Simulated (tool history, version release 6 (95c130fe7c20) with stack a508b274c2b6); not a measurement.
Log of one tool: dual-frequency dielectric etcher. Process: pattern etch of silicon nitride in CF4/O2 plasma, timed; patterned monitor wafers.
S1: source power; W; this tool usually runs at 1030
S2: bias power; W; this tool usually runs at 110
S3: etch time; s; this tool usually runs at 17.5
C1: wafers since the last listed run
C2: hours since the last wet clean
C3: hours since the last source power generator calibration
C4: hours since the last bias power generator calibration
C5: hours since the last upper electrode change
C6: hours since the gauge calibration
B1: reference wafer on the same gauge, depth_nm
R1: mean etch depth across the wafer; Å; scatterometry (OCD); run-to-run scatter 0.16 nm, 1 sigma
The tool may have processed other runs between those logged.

run,hour,S1,S2,S3,C1,C2,C3,C4,C5,C6,B1,R1
1,0,1030,110,17.5,0,281.2,1994.3,2454.8,1924,532,50.7,531
2,14.6,1030,110,17.5,144,295.8,2008.9,2469.4,1938.6,546.6,50.7,529
3,41.4,1030,110,17.5,265,322.6,2035.7,2496.2,1965.4,573.4,50.7,527
4,67.9,1030,110,17.5,262,349.1,2062.2,2522.7,1991.9,599.9,50.8,528
5,100.3,1030,110,17.5,321,381.5,2094.6,2555.1,2024.3,632.3,50.7,524
6,130.1,1030,110,17.5,295,411.3,2124.4,2584.9,2054.1,662.1,50.7,525
7,147.4,1210,110,15,171,428.6,2141.7,2602.2,2071.4,679.4,50.8,529
8,176.6,1210,110,15,289,457.8,2170.9,2631.4,2100.6,708.6,50.8,530
9,199.4,1120,98,17.5,226,480.6,2193.7,2654.2,2123.4,731.4,50.7,535
# hour 242.3: wet clean of the chamber
10,242.8,1120,98,17.5,192,0.5,2237.1,2697.6,2166.8,774.8,50.7,549
11,245.1,1120,98,17.5,22,2.8,2239.4,2699.9,2169.1,777.1,50.8,547
12,258.6,1210,110,15,133,16.3,2252.9,2713.4,2182.6,790.6,50.8,539
# hour 274.1: gauge calibrated
13,276,1220,119,17.5,172,33.7,2270.3,2730.8,2200,1.9,50.7,657
# hour 287.2: bias power generator calibrated
# hour 313.6: upper electrode replaced
14,314.1,1210,110,15,100,71.8,2308.4,26.9,0.5,40,50.6,538
# hour 377.7: source power generator calibrated
15,378.4,780,101,17.5,598,136.1,0.7,91.2,64.8,104.3,50.7,388
16,467.6,1030,110,21.5,884,225.3,89.9,180.4,154,193.5,50.7,673
17,542.5,1030,110,17.5,742,300.2,164.8,255.3,228.9,268.4,50.7,544
18,573.1,1030,110,17.5,303,330.8,195.4,285.9,259.5,299,50.7,544
19,598.1,850,110,17.5,247,355.8,220.4,310.9,284.5,324,50.7,439
20,623.6,1030,121,20.5,252,381.3,245.9,336.4,310,349.5,50.7,666
21,657.8,1030,110,17.5,339,415.5,280.1,370.6,344.2,383.7,50.7,539
22,682.1,950,132,21,241,439.8,304.4,394.9,368.5,408,50.7,655
23,697.1,830,102,19,148,454.8,319.4,409.9,383.5,423,50.8,441

Alternative continuations, all from the tool just after run 23; predict every row:
A,697.5,1030,110,17.5,3,455.2,319.8,410.3,383.9,423.4,?,?
B,697.5,1260,110,21,3,455.2,319.8,410.3,383.9,423.4,?,?
C,697.5,860,86,16,3,455.2,319.8,410.3,383.9,423.4,?,?
D,697.5,1160,97,17.5,3,455.2,319.8,410.3,383.9,423.4,?,?

run,B1,R1
A,50.7,539
B,50.7,799
C,50.7,355
D,50.7,572
Without the tool's hidden state the same runs would have given:
run,R1
A,559
B,829
C,368
D,595
